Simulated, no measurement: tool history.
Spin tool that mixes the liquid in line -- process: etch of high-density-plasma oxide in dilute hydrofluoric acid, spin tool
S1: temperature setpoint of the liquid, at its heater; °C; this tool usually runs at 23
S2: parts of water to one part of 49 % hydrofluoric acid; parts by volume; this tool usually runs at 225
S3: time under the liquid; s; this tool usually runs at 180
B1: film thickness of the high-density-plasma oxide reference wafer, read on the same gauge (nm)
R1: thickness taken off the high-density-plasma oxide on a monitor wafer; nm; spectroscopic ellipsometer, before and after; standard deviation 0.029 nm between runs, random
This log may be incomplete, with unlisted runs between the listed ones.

run    hour    S1   S2   S3       B1     R1
  1       0    23  225  180  129.997  3.371
  2    34.3    23  225  180  129.995   3.43
  3      80    23  225  180  129.998  3.373
  4   126.7    23  225  180      130  3.449
  5   187.1    23  225  180  130.014  3.415
  6   233.8    23  225  180  129.983  3.359
  7   288.1    23  225  180  130.001  3.396
  8   314.8    23  270  180  130.028  2.697
  9   344.5    23  270  180  130.008  2.703
 10   410.3  25.5  225  180  129.989   3.71
 11   448.8  25.5  225  180  129.996  3.739
 12   501.3  21.5  125  285  130.025  10.06
      566.5  -- gauge calibrated
 13   570.4    23  225  180  129.992  3.295
      747.8  -- hydrofluoric acid flow meter replaced
 14   751.7    21  260  270  130.029  4.362
 15   920.8    26  330   75  130.014  1.047
 16     948    23  225   85  130.016   1.73
      974.4  -- thermometer replaced
 17  1015.8    23  125  235  130.009  8.977
 18  1073.7    23  225  180  129.998  3.442
 19  1128.4    23  225  180  130.039   3.42
 20  1160.6    26  135  115  130.018  4.473
 21  1220.1    23  225  180  130.013  3.429
 22  1412.7    25  185  180  129.998  4.691
 23  1471.7    23  225  280  130.029   5.23

Forecast each of these 3 alternatives for the next run:
  A  1472.2  23  225  180   ?   ?
  B  1472.2  25  190  180   ?   ?
  C  1472.2  23  295  180   ?   ?

run      B1     R1
  A  129.98  3.399
  B  129.98    4.5
  C  129.98  2.413
Without the tool's unlogged condition, the same runs would have read:
run     R1
  A   3.48
  B  4.605
  C  2.477
